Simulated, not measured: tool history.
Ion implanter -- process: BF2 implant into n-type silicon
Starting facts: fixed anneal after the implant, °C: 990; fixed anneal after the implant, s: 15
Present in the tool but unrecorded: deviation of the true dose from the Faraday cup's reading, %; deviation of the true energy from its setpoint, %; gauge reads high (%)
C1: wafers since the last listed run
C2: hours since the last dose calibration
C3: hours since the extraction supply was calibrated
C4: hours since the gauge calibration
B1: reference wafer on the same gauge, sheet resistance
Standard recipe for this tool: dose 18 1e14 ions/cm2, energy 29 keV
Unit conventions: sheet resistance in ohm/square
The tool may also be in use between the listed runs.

Run 1, hour 0: usual settings but dose 13.77 1e14 ions/cm2, energy 34 keV; C1 0; C2 1250.3; C3 6686; C4 22.2; B1 174.99. Result: sheet resistance 150.08 ohm/square.
Run 2, hour 11.1: usual settings; C1 212; C2 1261.4; C3 6697.1; C4 33.3; B1 175.03. Result: sheet resistance 157.41 ohm/square.
Run 3, hour 28.6: usual settings; C1 335; C2 1278.9; C3 6714.6; C4 50.8; B1 174.99. Result: sheet resistance 157.51 ohm/square.
Run 4, hour 37.4: usual settings; C1 168; C2 1287.7; C3 6723.4; C4 59.6; B1 175.03. Result: sheet resistance 157.59 ohm/square.
Run 5, hour 53.3: usual settings but dose 20.68 1e14 ions/cm2, energy 24.5 keV; C1 304; C2 1303.6; C3 6739.3; C4 75.5; B1 175.01. Result: sheet resistance 169.79 ohm/square.
Run 6, hour 64.5: usual settings but dose 20.68 1e14 ions/cm2, energy 24.5 keV; C1 214; C2 1314.8; C3 6750.5; C4 86.7; B1 175.02. Result: sheet resistance 170.15 ohm/square.
Run 7, hour 84.1: usual settings but dose 20.68 1e14 ions/cm2, energy 24.5 keV; C1 375; C2 1334.4; C3 6770.1; C4 106.3; B1 175.08. Result: sheet resistance 170.21 ohm/square.
Run 8, hour 99.6: usual settings; C1 296; C2 1349.9; C3 6785.6; C4 121.8; B1 175.02. Result: sheet resistance 157.2 ohm/square.
Run 9, hour 109.5: usual settings; C1 189; C2 1359.8; C3 6795.5; C4 131.7; B1 174.99. Result: sheet resistance 157.77 ohm/square.
Run 10, hour 123.4: usual settings; C1 266; C2 1373.7; C3 6809.4; C4 145.6; B1 175.02. Result: sheet resistance 157.66 ohm/square.
At hour 146.2: Faraday cup replaced and dose calibrated.
Run 11, hour 146.7: usual settings; C1 293; C2 0.5; C3 6832.7; C4 168.9; B1 175.08. Result: sheet resistance 157.73 ohm/square.
Run 12, hour 150.9: usual settings; C1 80; C2 4.7; C3 6836.9; C4 173.1; B1 174.91. Result: sheet resistance 157.84 ohm/square.
Run 13, hour 166.7: usual settings; C1 302; C2 20.5; C3 6852.7; C4 188.9; B1 175.03. Result: sheet resistance 157.92 ohm/square.
Run 14, hour 174: usual settings but dose 14.63 1e14 ions/cm2; C1 139; C2 27.8; C3 6860; C4 196.2; B1 175. Result: sheet resistance 162.37 ohm/square.
Run 15, hour 190.7: usual settings; C1 319; C2 44.5; C3 6876.7; C4 212.9; B1 174.98. Result: sheet resistance 157.88 ohm/square.
Run 16, hour 200.8: usual settings; C1 193; C2 54.6; C3 6886.8; C4 223; B1 175.02. Result: sheet resistance 157.87 ohm/square.
Run 17, hour 215.3: usual settings; C1 277; C2 69.1; C3 6901.3; C4 237.5; B1 174.96. Result: sheet resistance 157.85 ohm/square.
Run 18, hour 229: usual settings but dose 22.54 1e14 ions/cm2, energy 25.5 keV; C1 262; C2 82.8; C3 6915; C4 251.2; B1 174.89. Result: sheet resistance 165.24 ohm/square.
At hour 234: gauge calibrated.
Run 19, hour 266.2: usual settings but dose 21.63 1e14 ions/cm2, energy 22.5 keV; C1 712; C2 120; C3 6952.2; C4 32.2; B1 174.89. Result: sheet resistance 177 ohm/square.
At hour 287.3: extraction supply calibrated.
Run 20, hour 287.8: usual settings but dose 12.65 1e14 ions/cm2, energy 24 keV; C1 260; C2 141.6; C3 0.5; C4 53.8; B1 175.01. Result: sheet resistance 184.05 ohm/square.
Run 21, hour 288.1: usual settings but dose 15.23 1e14 ions/cm2, energy 26.5 keV; C1 5; C2 141.9; C3 0.8; C4 54.1; B1 174.97. Result: sheet resistance 168.97 ohm/square.
Run 22, hour 294.3: usual settings but energy 23.5 keV; C1 118; C2 148.1; C3 7; C4 60.3; B1 174.92. Result: sheet resistance 176.66 ohm/square.
Run 23, hour 302: usual settings; C1 147; C2 155.8; C3 14.7; C4 68; B1 175.07. Result: sheet resistance 157.17 ohm/square.
Run 24, hour 309.9: usual settings but dose 21.32 1e14 ions/cm2, energy 20 keV; C1 151; C2 163.7; C3 22.6; C4 75.9; B1 174.97. Result: sheet resistance 188.87 ohm/square.
Run 25, hour 319: usual settings; C1 174; C2 172.8; C3 31.7; C4 85; B1 174.99. Result: sheet resistance 157.49 ohm/square.
Run 26, hour 326.5: usual settings but energy 26 keV; C1 143; C2 180.3; C3 39.2; C4 92.5; B1 174.94. Result: sheet resistance 167.67 ohm/square.
Run 27, hour 335.5: usual settings but dose 16.06 1e14 ions/cm2; C1 172; C2 189.3; C3 48.2; C4 101.5; B1 174.89. Result: sheet resistance 159.77 ohm/square.
Run 28, hour 347.6: usual settings but dose 22.37 1e14 ions/cm2, energy 32.5 keV; C1 231; C2 201.4; C3 60.3; C4 113.6; B1 174.98. Result: sheet resistance 144.61 ohm/square.
Run 29, hour 363.2: usual settings; C1 298; C2 217; C3 75.9; C4 129.2; B1 175.03. Result: sheet resistance 157.43 ohm/square.
Run 30, hour 370.6: usual settings but dose 14.17 1e14 ions/cm2; C1 141; C2 224.4; C3 83.3; C4 136.6; B1 175.01. Result: sheet resistance 163.18 ohm/square.
Run 31, hour 383: usual settings; C1 237; C2 236.8; C3 95.7; C4 149; B1 174.83. Result: sheet resistance 157.2 ohm/square.
Run 32, hour 391.9: usual settings; C1 170; C2 245.7; C3 104.6; C4 157.9; B1 174.97. Result: sheet resistance 157.39 ohm/square.

Predict each of these 4 candidate next runs independently; none follows another, all start after run 32:
Run A, hour 392.3: usual settings; C1 7; C2 246.1; C3 105; C4 158.3; B1 ?. Result: sheet resistance ?.
Run B, hour 392.3: usual settings but dose 15.06 1e14 ions/cm2, energy 20 keV; C1 7; C2 246.1; C3 105; C4 158.3; B1 ?. Result: sheet resistance ?.
Run C, hour 392.3: usual settings but dose 14.01 1e14 ions/cm2; C1 7; C2 246.1; C3 105; C4 158.3; B1 ?. Result: sheet resistance ?.
Run D, hour 392.3: usual settings but dose 14.01 1e14 ions/cm2, energy 36.5 keV; C1 7; C2 246.1; C3 105; C4 158.3; B1 ?. Result: sheet resistance ?.

run      B1  sheet resistance
  A  174.95            157.13
  B  174.95            196.18
  C  174.95            162.75
  D  174.95            143.71
With the hidden condition removed and each run's random variation left untouched, the same runs would have given:
run  sheet resistance
  A            157.13
  B            196.18
  C            162.75
  D            143.71
